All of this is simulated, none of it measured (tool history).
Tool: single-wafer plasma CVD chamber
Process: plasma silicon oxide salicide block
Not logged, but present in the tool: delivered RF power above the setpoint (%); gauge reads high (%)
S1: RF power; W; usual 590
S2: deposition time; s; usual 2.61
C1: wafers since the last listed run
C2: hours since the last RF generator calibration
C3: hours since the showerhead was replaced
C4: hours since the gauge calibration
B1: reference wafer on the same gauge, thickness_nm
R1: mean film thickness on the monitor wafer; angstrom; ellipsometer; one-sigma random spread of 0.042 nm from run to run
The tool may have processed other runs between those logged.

run,hour,S1,S2,C1,C2,C3,C4,B1,R1
1,0,505,2.61,0,2358.6,6096.6,77.2,30.817,262.21
2,10,505,2.61,246,2368.6,6106.6,87.2,30.788,262.69
3,16.2,590,2.79,153,2374.8,6112.8,93.4,30.794,294.55
4,27.3,590,2.79,273,2385.9,6123.9,104.5,30.783,295.32
5,35.8,590,2.26,209,2394.4,6132.4,113,30.76,238.68
6,48.2,590,2.82,306,2406.8,6144.8,125.4,30.747,297.86
7,64.4,590,2.82,399,2423,6161,141.6,30.728,298.5
8,76.8,590,2.61,306,2435.4,6173.4,154,30.698,275.82
9,83.1,590,2.61,155,2441.7,6179.7,160.3,30.696,275.36
10,91.5,505,2.19,207,2450.1,6188.1,168.7,30.693,219.22
# hour 101.9: gauge calibrated
11,107.9,590,2.8,404,2466.5,6204.5,6,30.869,296.66
# hour 130.4: RF generator calibrated
12,149.1,590,2.79,819,18.7,6245.7,47.2,30.816,295.43
# hour 163.6: showerhead replaced
13,164.6,670,2.35,185,34.2,1,62.7,30.82,260
14,174.4,590,2.82,241,44,10.8,72.5,30.771,297.96
15,187.8,525,2.33,330,57.4,24.2,85.9,30.776,236.59
16,200.2,630,2.4,306,69.8,36.6,98.3,30.751,259.66
17,216.2,675,2.97,394,85.8,52.6,114.3,30.749,328.35
18,225.2,590,2.61,222,94.8,61.6,123.3,30.737,275.55

4 ways to go on from here, each from the tool as it stands after run 18. What would each give?
A,225.6,590,3.02,9,95.2,62,123.7,?,?
B,225.6,530,3.1,9,95.2,62,123.7,?,?
C,225.6,645,2.44,9,95.2,62,123.7,?,?
D,225.6,620,2.61,9,95.2,62,123.7,?,?

run,B1,R1
A,30.719,319.67
B,30.719,316.65
C,30.719,265.97
D,30.719,280.83
Had the tool no hidden state, the same runs would have come out as:
run,R1
A,321.44
B,318.4
C,267.44
D,282.39
